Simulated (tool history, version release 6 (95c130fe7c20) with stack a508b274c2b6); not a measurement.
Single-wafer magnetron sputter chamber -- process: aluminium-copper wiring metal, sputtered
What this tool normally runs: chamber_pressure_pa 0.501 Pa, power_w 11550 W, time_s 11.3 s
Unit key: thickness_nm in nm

run,hour,chamber_pressure_pa,power_w,time_s,wafers since the last listed run,wafers on the sputter target,hours since the last manometer calibration,hours since the magnet pack was replaced,hours since the gauge calibration,"read-back reference wafer on the same gauge, thickness_nm",thickness_nm
1,0,0.501,11550,11.3,0,3341,1177.5,4076.2,310.4,212.04,235.627
2,31.7,0.501,11550,11.3,557,3899,1209.2,4107.9,342.1,211.845,235.863
3,66.6,0.501,11550,11.3,614,4513,1244.1,4142.8,377,211.958,236.892
# hour 105.8: sputter target and shields replaced
4,219.6,0.501,11550,11.3,2552,2003,1397.1,4295.8,530,211.948,235.96
5,248.9,0.501,11550,11.3,515,2519,1426.4,4325.1,559.3,211.953,235.68
6,278.7,0.501,11550,11.3,524,3043,1456.2,4354.9,589.1,211.993,235.964
7,308.1,0.501,11550,11.3,517,3560,1485.6,4384.3,618.5,211.981,236.635
8,343,0.501,11550,11.3,614,4175,1520.5,4419.2,653.4,211.783,235.806
9,377.1,0.501,11550,11.3,600,4775,1554.6,4453.3,687.5,211.96,236.571
# hour 429.2: sputter target and shields replaced
# hour 453.8: gauge calibrated
10,515.8,0.501,11550,11.3,2300,1523,1693.3,4592,62,211.975,235.45
# hour 542.1: capacitance manometer re-zeroed and calibrated
11,558.6,0.501,11550,11.3,612,2136,16.5,4634.8,104.8,211.82,235.82
12,598.4,0.501,11550,11.3,700,2836,56.3,4674.6,144.6,212.219,235.736
# hour 698.5: sputter target and shields replaced
13,799.9,0.501,14250,12.2,3405,1785,257.8,4876.1,346.1,211.717,315.058
14,843.2,0.501,11550,11.3,762,2547,301.1,4919.4,389.4,212.185,236.489
# hour 900.5: magnet pack replaced
15,908.4,0.501,11550,10.7,1006,3554,366.3,7.9,454.6,211.896,223.179
16,955.3,0.501,11550,11.3,825,4379,413.2,54.8,501.5,212.191,236.596
17,988.2,0.651,11550,11.3,579,4958,446.1,87.7,534.4,212.032,216.4
# hour 1056.6: sputter target and shields replaced
18,1082,0.613,13050,13,1510,446,539.9,181.5,628.2,211.948,288.189
19,1146.6,0.607,10200,11.3,1136,1583,604.5,246.1,692.8,211.915,196.144
20,1176.4,0.398,14100,12.8,524,2108,634.3,275.9,722.6,211.97,350.199
21,1201.7,0.501,9650,9.6,445,2553,659.6,301.2,747.9,211.98,167.308
22,1322.1,0.577,11550,9.2,2119,4672,780,421.6,868.3,211.981,183.269
# hour 1340.3: sputter target and shields replaced
23,1356,0.376,8800,12.7,455,276,813.9,455.5,902.2,211.967,218.108
24,1384.1,0.592,14200,9.5,494,771,842,483.6,930.3,212.041,232.197

What differs in the tool's unlogged condition from the final listed run ahead of each entry between runs to the first listed run following it?
Run 3 -> run 4: sputter target and shields replaced (hour 105.8)
  both runs share identical hidden conditions
Run 9 -> run 10: sputter target and shields replaced (hour 429.2); gauge calibrated (hour 453.8)
  both runs share identical hidden conditions
Run 10 -> run 11: capacitance manometer re-zeroed and calibrated (hour 542.1)
  both runs share identical hidden conditions
Run 12 -> run 13: sputter target and shields replaced (hour 698.5)
  both runs share identical hidden conditions
Run 14 -> run 15: magnet pack replaced (hour 900.5)
  both runs share identical hidden conditions
Run 17 -> run 18: sputter target and shields replaced (hour 1056.6)
  both runs share identical hidden conditions
Run 22 -> run 23: sputter target and shields replaced (hour 1340.3)
  both runs share identical hidden conditions
